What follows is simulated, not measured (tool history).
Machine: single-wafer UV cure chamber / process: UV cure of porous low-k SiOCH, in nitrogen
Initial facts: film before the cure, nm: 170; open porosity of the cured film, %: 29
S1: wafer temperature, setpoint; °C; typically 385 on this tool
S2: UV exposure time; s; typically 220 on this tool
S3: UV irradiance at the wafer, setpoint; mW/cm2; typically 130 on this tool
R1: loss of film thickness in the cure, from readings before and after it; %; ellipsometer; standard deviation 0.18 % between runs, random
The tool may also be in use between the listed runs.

| run | hour | S1 | S2 | S3 | R1 |
|---|---|---|---|---|---|
| 1 | 0.0 | 372 | 220 | 130 | 12.135 |
| 2 | 16.2 | 372 | 220 | 130 | 12.048 |
| 3 | 50.0 | 372 | 220 | 130 | 11.927 |
| 4 | 67.1 | 385 | 220 | 130 | 12.138 |
| 5 | 83.7 | 385 | 220 | 130 | 11.932 |
| 6 | 106.0 | 385 | 220 | 130 | 11.988 |
| 7 | 120.2 | 385 | 220 | 130 | 12.282 |
| 8 | 134.6 | 385 | 220 | 130 | 11.990 |
| 9 | 167.2 | 385 | 220 | 130 | 12.076 |
| 10 | 180.3 | 385 | 220 | 130 | 11.969 |
| 11 | 215.2 | 385 | 315 | 150 | 14.161 |
| 12 | 317.5 | 385 | 315 | 150 | 14.110 |
| 13 | 352.8 | 385 | 220 | 130 | 11.739 |
|  | 379.2 | quartz window cleaned |
| 14 | 388.7 | 401 | 120 | 106 | 8.475 |
|  | 402.0 | UV bulbs replaced |
| 15 | 454.0 | 385 | 340 | 130 | 16.366 |
| 16 | 471.7 | 378 | 290 | 97 | 14.001 |
| 17 | 504.2 | 385 | 220 | 130 | 14.002 |
| 18 | 559.0 | 385 | 165 | 130 | 12.862 |
| 19 | 578.3 | 385 | 220 | 130 | 14.357 |
| 20 | 599.3 | 397 | 120 | 130 | 11.452 |
| 21 | 631.6 | 385 | 320 | 152 | 16.591 |
| 22 | 648.2 | 393 | 275 | 143 | 16.267 |
| 23 | 745.8 | 401 | 305 | 96 | 14.544 |
| 24 | 778.2 | 395 | 220 | 142 | 15.108 |
| 25 | 811.2 | 403 | 260 | 130 | 15.011 |

Below are 5 alternative next runs, each starting from the tool's condition after run 25. Predict each:
| A | 811.7 | 385 | 220 | 130 | ? |
| B | 811.7 | 385 | 220 | 158 | ? |
| C | 811.7 | 404 | 125 | 145 | ? |
| D | 811.7 | 395 | 220 | 147 | ? |
| E | 811.7 | 385 | 135 | 130 | ? |

| run | R1 |
|---|---|
| A | 14.221 |
| B | 15.186 |
| C | 12.378 |
| D | 15.024 |
| E | 11.877 |
Without the tool's hidden state the same runs would have given:
| run | R1 |
|---|---|
| A | 14.499 |
| B | 15.467 |
| C | 12.646 |
| D | 15.304 |
| E | 12.142 |
